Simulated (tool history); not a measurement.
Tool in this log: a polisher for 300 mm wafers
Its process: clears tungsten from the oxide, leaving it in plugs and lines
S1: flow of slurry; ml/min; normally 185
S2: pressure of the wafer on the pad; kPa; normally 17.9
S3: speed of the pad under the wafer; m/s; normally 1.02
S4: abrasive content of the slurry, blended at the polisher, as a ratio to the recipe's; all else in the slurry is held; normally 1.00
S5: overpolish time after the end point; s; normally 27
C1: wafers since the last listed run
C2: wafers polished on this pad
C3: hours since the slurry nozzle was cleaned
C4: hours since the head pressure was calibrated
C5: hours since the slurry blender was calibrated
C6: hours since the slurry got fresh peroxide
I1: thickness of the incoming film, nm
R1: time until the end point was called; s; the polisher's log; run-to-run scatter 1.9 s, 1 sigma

| run | hour | S1 | S2 | S3 | S4 | S5 | C1 | C2 | C3 | C4 | C5 | C6 | I1 | R1 |
|---|---|---|---|---|---|---|---|---|---|---|---|---|---|---|
| 1 | 0.0 | 150 | 17.9 | 1.02 | 1.00 | 27 | 0 | 75 | 540.9 | 512.7 | 35.0 | 2.7 | 407.0 | 118.7 |
| 2 | 18.0 | 150 | 17.9 | 1.02 | 1.00 | 27 | 120 | 196 | 558.9 | 530.7 | 53.0 | 20.7 | 414.3 | 122.4 |
| 3 | 33.5 | 185 | 17.9 | 1.02 | 1.00 | 27 | 104 | 300 | 574.4 | 546.2 | 68.5 | 36.2 | 411.9 | 119.8 |
| 4 | 40.6 | 185 | 17.9 | 1.02 | 1.00 | 27 | 47 | 348 | 581.5 | 553.3 | 75.6 | 43.3 | 413.8 | 120.4 |
| 5 | 52.4 | 185 | 14.5 | 1.02 | 1.00 | 27 | 79 | 427 | 593.3 | 565.1 | 87.4 | 55.1 | 413.8 | 145.9 |
| 6 | 59.2 | 185 | 17.9 | 1.02 | 1.00 | 27 | 45 | 473 | 600.1 | 571.9 | 94.2 | 61.9 | 410.2 | 123.1 |
| 7 | 71.8 | 215 | 17.9 | 0.86 | 1.00 | 20 | 84 | 558 | 612.7 | 584.5 | 106.8 | 74.5 | 411.3 | 134.3 |
| 8 | 81.1 | 220 | 21.4 | 1.02 | 1.00 | 38 | 62 | 620 | 622.0 | 593.8 | 116.1 | 83.8 | 406.5 | 101.5 |
| 9 | 97.7 | 185 | 17.9 | 1.02 | 0.90 | 27 | 111 | 732 | 638.6 | 610.4 | 132.7 | 100.4 | 414.8 | 126.7 |
| 10 | 113.1 | 185 | 17.9 | 1.02 | 0.75 | 11 | 103 | 835 | 654.0 | 625.8 | 148.1 | 115.8 | 413.8 | 131.7 |
|  | 118.2 | slurry nozzle cleaned |
|  | 122.4 | slurry tank refilled with fresh slurry and peroxide |
| 11 | 135.1 | 185 | 17.9 | 0.74 | 1.10 | 21 | 134 | 970 | 16.9 | 647.8 | 170.1 | 12.7 | 412.3 | 156.7 |
| 12 | 145.2 | 185 | 20.7 | 0.70 | 1.00 | 27 | 67 | 1038 | 27.0 | 657.9 | 180.2 | 22.8 | 408.0 | 141.0 |
|  | 150.3 | worn pad replaced by a new one, of another model than before |
|  | 151.1 | head pressure recalibrated |
| 13 | 151.4 | 185 | 17.9 | 1.02 | 1.00 | 27 | 9 | 2 | 33.2 | 0.3 | 186.4 | 29.0 | 410.6 | 112.1 |
| 14 | 160.8 | 185 | 17.9 | 1.02 | 1.00 | 27 | 63 | 65 | 42.6 | 9.7 | 195.8 | 38.4 | 408.4 | 114.2 |
| 15 | 175.2 | 185 | 17.9 | 0.74 | 0.80 | 27 | 96 | 162 | 57.0 | 24.1 | 210.2 | 52.8 | 409.0 | 132.3 |
| 16 | 187.3 | 185 | 17.9 | 0.78 | 1.00 | 27 | 81 | 243 | 69.1 | 36.2 | 222.3 | 64.9 | 418.3 | 123.2 |
| 17 | 205.0 | 185 | 17.9 | 1.14 | 1.00 | 27 | 118 | 362 | 86.8 | 53.9 | 240.0 | 82.6 | 410.0 | 117.3 |
| 18 | 218.3 | 185 | 17.9 | 1.02 | 1.00 | 27 | 89 | 451 | 100.1 | 67.2 | 253.3 | 95.9 | 404.8 | 114.1 |
|  | 226.9 | slurry tank refilled with fresh slurry and peroxide |
| 19 | 227.9 | 185 | 17.9 | 0.88 | 0.75 | 31 | 57 | 509 | 109.7 | 76.8 | 262.9 | 1.0 | 418.8 | 133.7 |
| 20 | 244.1 | 145 | 17.9 | 1.02 | 1.00 | 32 | 108 | 618 | 125.9 | 93.0 | 279.1 | 17.2 | 409.6 | 128.3 |
| 21 | 254.7 | 130 | 17.9 | 1.30 | 1.15 | 11 | 71 | 689 | 136.5 | 103.6 | 289.7 | 27.8 | 410.9 | 127.2 |
| 22 | 272.6 | 185 | 17.9 | 1.02 | 1.00 | 27 | 120 | 809 | 154.4 | 121.5 | 307.6 | 45.7 | 408.1 | 122.2 |
|  | 291.4 | slurry blender recalibrated |
| 23 | 305.6 | 185 | 17.9 | 1.02 | 1.00 | 27 | 208 | 1018 | 187.4 | 154.5 | 14.2 | 78.7 | 410.3 | 125.1 |
| 24 | 312.1 | 185 | 17.9 | 1.02 | 0.75 | 27 | 43 | 1061 | 193.9 | 161.0 | 20.7 | 85.2 | 409.9 | 131.6 |
| 25 | 321.5 | 160 | 17.9 | 1.02 | 1.00 | 16 | 63 | 1124 | 203.3 | 170.4 | 30.1 | 94.6 | 415.0 | 135.2 |
|  | 337.7 | worn pad replaced by a new one |
| 26 | 338.2 | 230 | 15.9 | 1.02 | 1.00 | 27 | 85 | 3 | 220.0 | 187.1 | 46.8 | 111.3 | 411.1 | 119.1 |
|  | 342.7 | slurry tank refilled with fresh slurry and peroxide |
| 27 | 348.0 | 185 | 17.9 | 1.02 | 1.20 | 27 | 59 | 62 | 229.8 | 196.9 | 56.6 | 5.3 | 408.8 | 110.3 |

What if the next run were any one of these 3? Each begins from the tool's condition after run 27:
| A | 348.5 | 185 | 17.9 | 1.02 | 1.00 | 27 | 3 | 66 | 230.3 | 197.4 | 57.1 | 5.8 | 406.7 | ? |
| B | 348.5 | 185 | 14.5 | 1.02 | 1.15 | 27 | 3 | 66 | 230.3 | 197.4 | 57.1 | 5.8 | 406.7 | ? |
| C | 348.5 | 205 | 17.9 | 0.76 | 1.00 | 27 | 3 | 66 | 230.3 | 197.4 | 57.1 | 5.8 | 406.7 | ? |

| run | R1 |
|---|---|
| A | 113.7 |
| B | 128.8 |
| C | 122.2 |
Stripped of hidden state, with their random variation kept, the same runs would have yielded:
| run | R1 |
|---|---|
| A | 111.9 |
| B | 126.8 |
| C | 120.2 |
